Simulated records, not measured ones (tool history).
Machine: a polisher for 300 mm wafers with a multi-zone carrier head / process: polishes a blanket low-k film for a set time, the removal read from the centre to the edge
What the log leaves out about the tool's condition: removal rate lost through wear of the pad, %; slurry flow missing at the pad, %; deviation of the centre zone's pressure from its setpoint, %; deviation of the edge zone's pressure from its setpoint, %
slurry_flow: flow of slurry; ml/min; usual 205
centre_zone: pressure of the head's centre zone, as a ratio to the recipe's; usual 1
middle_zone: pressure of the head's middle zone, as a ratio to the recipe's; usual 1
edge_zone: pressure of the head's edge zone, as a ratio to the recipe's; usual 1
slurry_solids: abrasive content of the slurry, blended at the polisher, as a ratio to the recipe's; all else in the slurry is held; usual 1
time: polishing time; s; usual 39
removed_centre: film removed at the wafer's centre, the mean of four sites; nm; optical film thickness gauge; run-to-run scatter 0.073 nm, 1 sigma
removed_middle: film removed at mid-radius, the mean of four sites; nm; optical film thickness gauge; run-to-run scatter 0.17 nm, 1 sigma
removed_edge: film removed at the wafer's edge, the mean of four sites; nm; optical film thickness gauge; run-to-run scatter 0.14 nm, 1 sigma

run     day  slurry_flow  centre_zone  middle_zone  edge_zone  slurry_solids  time  wafers since the last listed run  wafers polished on this pad  hours since the slurry nozzle was cleaned  hours since the centre zone pressure was calibrated  hours since the edge zone pressure was calibrated  hours since the carrier head's membrane was replaced  incoming thickness of the incoming film, nm  removed_centre  removed_middle  removed_edge
  1       0          205         0.91            1          1              1    39                                 0                            4                                      287.7                                                 43.9                                             1062.1                                                  1007                                        711.3            10.4            11.5          11.6
      1.733  -- slurry nozzle cleaned
  2    2.25          205            1            1          1              1    39                               468                          472                                       12.4                                                 97.9                                             1116.1                                                  1061                                        695.2            10.9            11.8          11.9
  3   5.042          205            1            1          1              1    39                               591                         1064                                       79.4                                                164.9                                             1183.1                                                  1128                                        692.1            10.9            11.6          11.5
  4   7.508          205            1            1          1              1    39                               522                         1587                                      138.6                                                224.1                                             1242.3                                                1187.2                                        699.8            10.8            11.6          11.4
      8.192  -- edge zone pressure recalibrated
  5   8.621          205            1            1          1              1    39                               218                         1805                                      165.3                                                250.8                                               10.3                                                1213.9                                        699.1            10.7            11.4          11.4
  6  10.712          205            1         1.09          1              1    39                               443                         2248                                      215.5                                                  301                                               60.5                                                1264.1                                        700.8            10.7            12.4          11.6
     11.125  -- worn pad replaced by a new one
  7  11.721          205            1         1.09          1              1    39                               178                          126                                      239.7                                                325.2                                               84.7                                                1288.3                                        700.3            10.5            12.6          11.7
     14.038  -- slurry nozzle cleaned
  8  14.075          205            1            1       1.08              1    25                               490                          616                                        0.9                                                381.7                                              141.2                                                1344.8                                        704.6             6.8             7.4           7.7
  9  16.817          205          1.1         0.95          1            1.1    39                               581                         1197                                       66.7                                                447.5                                                207                                                1410.6                                        696.2            11.9            11.8          12.4
 10  18.579          250         1.04            1          1              1    39                               373                         1571                                        109                                                489.8                                              249.3                                                1452.9                                        695.6            11.1            11.7          11.9
 11  19.588          205         0.91            1          1              1    39                               213                         1785                                      133.2                                                  514                                              273.5                                                1477.1                                        704.4             9.9            11.4          11.2
     21.729  -- worn pad replaced by a new one
     24.225  -- carrier head's membrane replaced by a new one
 12  24.246          205            1         0.94          1              1    28                               907                          489                                        245                                                625.8                                              385.3                                                   0.5                                          708             7.5             7.8           8.5
 13  25.367          205            1         1.11          1              1    39                               237                          726                                      271.9                                                652.7                                              412.2                                                  27.4                                        712.2            10.5            12.9          11.9
 14  27.433          145            1         0.88        0.9           1.15    39                               438                         1164                                      321.5                                                702.3                                              461.8                                                    77                                        694.2            10.7            10.6          11.3
     29.708  -- slurry nozzle cleaned
 15  30.362          205         1.11            1          1              1    39                               612                         1776                                       15.7                                                772.6                                              532.1                                                 147.3                                        693.8            11.3            11.6          11.6
     31.754  -- centre zone pressure recalibrated
 16  32.446          205            1         0.89          1              1    39                               423                         2200                                       65.7                                                 16.6                                              582.1                                                 197.3                                        693.8            11.2            10.8          11.7
 17  34.975          150         1.07            1          1           1.15    45                               536                         2736                                      126.4                                                 77.3                                              642.8                                                   258                                        698.5            13.5            13.6            14
     35.354  -- worn pad replaced by a new one
 18  36.546          205         0.91            1          1              1    39                               297                          252                                      164.1                                                  115                                              680.5                                                 295.7                                        692.2            10.2            11.6          11.6
 19  39.033          205         0.92            1          1              1    33                               527                          779                                      223.8                                                174.7                                              740.2                                                 355.4                                        701.9             8.7             9.9           9.8
 20  41.158          235            1            1       1.12              1    39                               450                         1229                                      274.8                                                225.7                                              791.2                                                 406.4                                        694.7            11.1            11.8          12.4
     43.667  -- slurry nozzle cleaned
 21  43.754          205            1         1.11          1              1    39                               541                         1771                                        2.1                                                  288                                              853.5                                                 468.7                                        700.3            10.7            12.4          11.7
 22  46.738          205            1            1          1              1    39                               632                         2403                                       73.7                                                359.6                                              925.1                                                 540.3                                        691.5            10.6            11.8          11.7

State the hidden condition of the tool at each of the runs:
removal rate lost through wear of the pad, %: 0 at every run
slurry flow missing at the pad, %: 0 at every run
deviation of the edge zone's pressure from its setpoint, %: 0 at every run
H1: deviation of the centre zone's pressure from its setpoint, %
run     H1
  1  -1.97
  2  -3.57
  3   -5.1
  4  -6.14
  5  -6.53
  6  -7.15
  7   -7.4
  8   -7.9
  9  -8.35
 10  -8.58
 11  -8.69
 12  -9.09
 13  -9.16
 14  -9.27
 15  -9.39
 16  -0.14
 17  -2.13
 18  -3.14
 19  -4.43
 20   -5.3
 21  -6.13
 22  -6.85
